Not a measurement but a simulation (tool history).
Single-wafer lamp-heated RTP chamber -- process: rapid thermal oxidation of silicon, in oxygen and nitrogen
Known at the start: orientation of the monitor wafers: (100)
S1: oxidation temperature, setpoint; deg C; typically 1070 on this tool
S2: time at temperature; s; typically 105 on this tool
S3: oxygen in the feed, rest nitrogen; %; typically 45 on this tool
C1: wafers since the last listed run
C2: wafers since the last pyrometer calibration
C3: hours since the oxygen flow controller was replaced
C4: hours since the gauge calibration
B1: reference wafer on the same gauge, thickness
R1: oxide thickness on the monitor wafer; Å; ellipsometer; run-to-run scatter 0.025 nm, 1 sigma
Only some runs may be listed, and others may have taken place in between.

{"run": 1, "hour": 0.0, "S1": 1070, "S2": 105, "S3": 45, "C1": 0, "C2": 1457, "C3": 1713.9, "C4": 692.7, "B1": 9.747, "R1": 93.82}
{"hour": 11.3, "done": "gauge calibrated"}
{"run": 2, "hour": 62.9, "S1": 1070, "S2": 105, "S3": 45, "C1": 702, "C2": 2160, "C3": 1776.8, "C4": 51.6, "B1": 9.738, "R1": 93.96}
{"run": 3, "hour": 91.5, "S1": 1070, "S2": 105, "S3": 45, "C1": 319, "C2": 2479, "C3": 1805.4, "C4": 80.2, "B1": 9.731, "R1": 94.07}
{"run": 4, "hour": 121.2, "S1": 1070, "S2": 105, "S3": 45, "C1": 331, "C2": 2811, "C3": 1835.1, "C4": 109.9, "B1": 9.74, "R1": 93.33}
{"hour": 140.3, "done": "pyrometer window cleaned and pyrometer calibrated"}
{"run": 5, "hour": 155.6, "S1": 1070, "S2": 105, "S3": 45, "C1": 294, "C2": 171, "C3": 1869.5, "C4": 144.3, "B1": 9.732, "R1": 93.55}
{"run": 6, "hour": 215.0, "S1": 1070, "S2": 105, "S3": 45, "C1": 663, "C2": 834, "C3": 1928.9, "C4": 203.7, "B1": 9.737, "R1": 93.23}
{"run": 7, "hour": 267.0, "S1": 1070, "S2": 105, "S3": 38, "C1": 580, "C2": 1415, "C3": 1980.9, "C4": 255.7, "B1": 9.74, "R1": 88.05}
{"run": 8, "hour": 316.4, "S1": 1070, "S2": 105, "S3": 38, "C1": 551, "C2": 1967, "C3": 2030.3, "C4": 305.1, "B1": 9.745, "R1": 88.0}
{"run": 9, "hour": 343.5, "S1": 1070, "S2": 105, "S3": 38, "C1": 302, "C2": 2269, "C3": 2057.4, "C4": 332.2, "B1": 9.741, "R1": 87.98}
{"run": 10, "hour": 412.9, "S1": 1070, "S2": 105, "S3": 45, "C1": 775, "C2": 3045, "C3": 2126.8, "C4": 401.6, "B1": 9.731, "R1": 93.35}
{"hour": 422.0, "done": "pyrometer window cleaned and pyrometer calibrated"}
{"hour": 469.3, "done": "oxygen flow controller replaced"}
{"run": 11, "hour": 483.2, "S1": 1070, "S2": 105, "S3": 45, "C1": 606, "C2": 593, "C3": 13.9, "C4": 471.9, "B1": 9.739, "R1": 94.37}
{"run": 12, "hour": 516.9, "S1": 1070, "S2": 105, "S3": 45, "C1": 376, "C2": 970, "C3": 47.6, "C4": 505.6, "B1": 9.735, "R1": 94.47}
{"run": 13, "hour": 573.4, "S1": 1070, "S2": 105, "S3": 45, "C1": 631, "C2": 1601, "C3": 104.1, "C4": 562.1, "B1": 9.734, "R1": 94.62}
{"run": 14, "hour": 622.3, "S1": 1070, "S2": 105, "S3": 45, "C1": 546, "C2": 2147, "C3": 153.0, "C4": 611.0, "B1": 9.745, "R1": 94.71}
{"hour": 649.8, "done": "pyrometer window cleaned and pyrometer calibrated"}
{"run": 15, "hour": 679.7, "S1": 1070, "S2": 105, "S3": 68, "C1": 551, "C2": 333, "C3": 210.4, "C4": 668.4, "B1": 9.749, "R1": 109.75}
{"run": 16, "hour": 731.4, "S1": 1055, "S2": 136, "S3": 74, "C1": 577, "C2": 911, "C3": 262.1, "C4": 720.1, "B1": 9.75, "R1": 115.21}
{"run": 17, "hour": 772.5, "S1": 1041, "S2": 140, "S3": 22, "C1": 459, "C2": 1370, "C3": 303.2, "C4": 761.2, "B1": 9.743, "R1": 68.62}
{"run": 18, "hour": 826.9, "S1": 1070, "S2": 140, "S3": 62, "C1": 607, "C2": 1978, "C3": 357.6, "C4": 815.6, "B1": 9.736, "R1": 121.63}
{"hour": 828.0, "done": "gauge calibrated"}
{"run": 19, "hour": 865.0, "S1": 1070, "S2": 144, "S3": 69, "C1": 425, "C2": 2403, "C3": 395.7, "C4": 37.0, "B1": 9.73, "R1": 127.45}
{"hour": 893.1, "done": "pyrometer window cleaned and pyrometer calibrated"}
{"run": 20, "hour": 920.1, "S1": 1070, "S2": 105, "S3": 38, "C1": 526, "C2": 301, "C3": 450.8, "C4": 92.1, "B1": 9.755, "R1": 89.06}
{"run": 21, "hour": 980.8, "S1": 1070, "S2": 150, "S3": 60, "C1": 678, "C2": 979, "C3": 511.5, "C4": 152.8, "B1": 9.744, "R1": 123.71}
{"run": 22, "hour": 1021.0, "S1": 1088, "S2": 136, "S3": 32, "C1": 449, "C2": 1428, "C3": 551.7, "C4": 193.0, "B1": 9.734, "R1": 105.38}
{"run": 23, "hour": 1072.6, "S1": 1044, "S2": 122, "S3": 33, "C1": 576, "C2": 2005, "C3": 603.3, "C4": 244.6, "B1": 9.75, "R1": 75.79}
{"run": 24, "hour": 1137.3, "S1": 1044, "S2": 147, "S3": 28, "C1": 722, "C2": 2728, "C3": 668.0, "C4": 309.3, "B1": 9.743, "R1": 77.89}
{"run": 25, "hour": 1183.7, "S1": 1070, "S2": 136, "S3": 75, "C1": 518, "C2": 3246, "C3": 714.4, "C4": 355.7, "B1": 9.738, "R1": 127.58}
{"hour": 1195.7, "done": "pyrometer window cleaned and pyrometer calibrated"}
{"run": 26, "hour": 1218.6, "S1": 1070, "S2": 62, "S3": 45, "C1": 300, "C2": 255, "C3": 749.3, "C4": 390.6, "B1": 9.74, "R1": 74.51}
{"run": 27, "hour": 1278.6, "S1": 1047, "S2": 83, "S3": 45, "C1": 670, "C2": 925, "C3": 809.3, "C4": 450.6, "B1": 9.731, "R1": 73.11}
{"run": 28, "hour": 1324.7, "S1": 1070, "S2": 105, "S3": 45, "C1": 514, "C2": 1440, "C3": 855.4, "C4": 496.7, "B1": 9.737, "R1": 94.21}

Alternative continuations, all from the tool just after run 28; predict every row:
{"run": "A", "hour": 1325.2, "S1": 1070, "S2": 147, "S3": 45, "C1": 5, "C2": 1445, "C3": 855.9, "C4": 497.2, "B1": "?", "R1": "?"}
{"run": "B", "hour": 1325.2, "S1": 1058, "S2": 105, "S3": 45, "C1": 5, "C2": 1445, "C3": 855.9, "C4": 497.2, "B1": "?", "R1": "?"}
{"run": "C", "hour": 1325.2, "S1": 1091, "S2": 105, "S3": 45, "C1": 5, "C2": 1445, "C3": 855.9, "C4": 497.2, "B1": "?", "R1": "?"}

run=A B1=9.744 R1=109.62
run=B B1=9.744 R1=86.71
run=C B1=9.744 R1=107.74
With no hidden state in the tool, these same runs would have given:
run=A R1=109.95
run=B R1=86.98
run=C R1=108.07
